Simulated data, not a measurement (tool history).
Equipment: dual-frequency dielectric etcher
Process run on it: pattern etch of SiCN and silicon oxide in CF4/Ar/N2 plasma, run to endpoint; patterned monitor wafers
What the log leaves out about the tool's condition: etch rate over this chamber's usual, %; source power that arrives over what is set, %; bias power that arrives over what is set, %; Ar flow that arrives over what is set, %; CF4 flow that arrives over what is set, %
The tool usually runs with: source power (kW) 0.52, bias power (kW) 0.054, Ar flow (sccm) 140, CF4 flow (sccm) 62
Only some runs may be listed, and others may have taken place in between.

run   hour  source power (kW)  bias power (kW)  Ar flow (sccm)  CF4 flow (sccm)  wafers since the last listed run  hours since the last wet clean  hours since the last source power generator calibration  hours since the last bias power generator calibration  hours since the last Ar flow controller change  hours since the last CF4 flow controller change  hours since the last upper electrode change  incoming incoming film thickness, nm  endpoint time (s)
  1      0               0.52            0.054             153               62                                 0                             0.5                                                   2408.1                                                 3658.5                                            39.5                                             4552                                       3510.9                                 13.87               16.2
  2    0.4               0.52            0.054             153               62                                 3                             0.9                                                   2408.5                                                 3658.9                                            39.9                                           4552.4                                       3511.3                                    14               16.5
  3    0.7               0.52            0.065             140               62                                 2                             1.2                                                   2408.8                                                 3659.2                                            40.2                                           4552.7                                       3511.6                                 13.85               14.6
  4   10.4               0.52            0.065             140               62                                86                            10.9                                                   2418.5                                                 3668.9                                            49.9                                           4562.4                                       3521.3                                  13.9               14.7
  5   19.1               0.52            0.065             140               62                                77                            19.6                                                   2427.2                                                 3677.6                                            58.6                                           4571.1                                         3530                                 14.05               14.7
  6   33.4               0.57            0.054             140               62                               127                            33.9                                                   2441.5                                                 3691.9                                            72.9                                           4585.4                                       3544.3                                 13.87               14.5
      42.7  -- source power generator calibrated
  7   50.4               0.57            0.061             106               62                               116                            50.9                                                      7.7                                                 3708.9                                            89.9                                           4602.4                                       3561.3                                 13.82               13.2
        63  -- bias power generator calibrated
      82.6  -- upper electrode replaced
  8   83.1               0.58            0.049             131               62                                81                            83.6                                                     40.4                                                   20.1                                           122.6                                           4635.1                                          0.5                                 13.74               14.6
  9   83.4                0.6            0.058             140               62                                 2                            83.9                                                     40.7                                                   20.4                                           122.9                                           4635.4                                          0.8                                 13.96               13.2
 10   83.7               0.52            0.054             140               54                                 2                            84.2                                                       41                                                   20.7                                           123.2                                           4635.7                                          1.1                                 13.89               16.5
 11   89.1               0.55            0.054             140               62                                48                            89.6                                                     46.4                                                   26.1                                           128.6                                           4641.1                                          6.5                                 13.87                 15
     106.7  -- CF4 flow controller replaced
 12  107.2               0.62            0.067             113               62                               108                           107.7                                                     64.5                                                   44.2                                           146.7                                              0.5                                         24.6                                 13.78               11.4
 13  109.7               0.64             0.06             129               77                                22                           110.2                                                       67                                                   46.7                                           149.2                                                3                                         27.1                                 13.96               11.4
 14    124               0.52             0.05             110               62                               127                           124.5                                                     81.3                                                     61                                           163.5                                             17.3                                         41.4                                 14.01               16.2
 15    132               0.52            0.042             140               54                                71                           132.5                                                     89.3                                                     69                                           171.5                                             25.3                                         49.4                                 13.91               19.1
 16  149.8               0.52            0.054             164               75                               159                           150.3                                                    107.1                                                   86.8                                           189.3                                             43.1                                         67.2                                 13.91               15.4
 17  156.7               0.52            0.059             160               69                                61                           157.2                                                      114                                                   93.7                                           196.2                                               50                                         74.1                                 13.85               14.9
 18  163.1               0.52            0.054             140               62                                57                           163.6                                                    120.4                                                  100.1                                           202.6                                             56.4                                         80.5                                 13.96               15.9
 19  174.3               0.59            0.068             107               73                               100                           174.8                                                    131.6                                                  111.3                                           213.8                                             67.6                                         91.7                                 13.89               11.4
 20  188.9               0.52            0.054             140               62                               130                           189.4                                                    146.2                                                  125.9                                           228.4                                             82.2                                        106.3                                 13.98               15.8
 21  201.2               0.52            0.054             140               62                               109                           201.7                                                    158.5                                                  138.2                                           240.7                                             94.5                                        118.6                                 14.21               16.1
 22  214.8               0.52            0.065             140               54                               121                           215.3                                                    172.1                                                  151.8                                           254.3                                            108.1                                        132.2                                  13.9               14.7
 23  261.6               0.52            0.054             140               62                               418                           262.1                                                    218.9                                                  198.6                                           301.1                                            154.9                                          179                                 13.73               15.4

Below are 5 alternative next runs, each starting from the tool's condition after run 23. Predict each:
  A   262               0.52            0.054             140               62                                 3                           262.5                                                    219.3                                                    199                                           301.5                                            155.3                                        179.4                                 13.91                  ?
  B   262               0.52            0.065             167               62                                 3                           262.5                                                    219.3                                                    199                                           301.5                                            155.3                                        179.4                                 13.91                  ?
  C   262               0.44             0.06             163               73                                 3                           262.5                                                    219.3                                                    199                                           301.5                                            155.3                                        179.4                                 13.91                  ?
  D   262               0.47            0.058             116               55                                 3                           262.5                                                    219.3                                                    199                                           301.5                                            155.3                                        179.4                                 13.91                  ?
  E   262               0.41            0.054             169               50                                 3                           262.5                                                    219.3                                                    199                                           301.5                                            155.3                                        179.4                                 13.91                  ?

run  endpoint time (s)
  A               15.7
  B               14.5
  C               17.4
  D               17.1
  E               22.3
What these runs would have given with no unlogged condition in the tool:
run  endpoint time (s)
  A               16.1
  B               14.9
  C               17.9
  D               17.5
  E               22.8

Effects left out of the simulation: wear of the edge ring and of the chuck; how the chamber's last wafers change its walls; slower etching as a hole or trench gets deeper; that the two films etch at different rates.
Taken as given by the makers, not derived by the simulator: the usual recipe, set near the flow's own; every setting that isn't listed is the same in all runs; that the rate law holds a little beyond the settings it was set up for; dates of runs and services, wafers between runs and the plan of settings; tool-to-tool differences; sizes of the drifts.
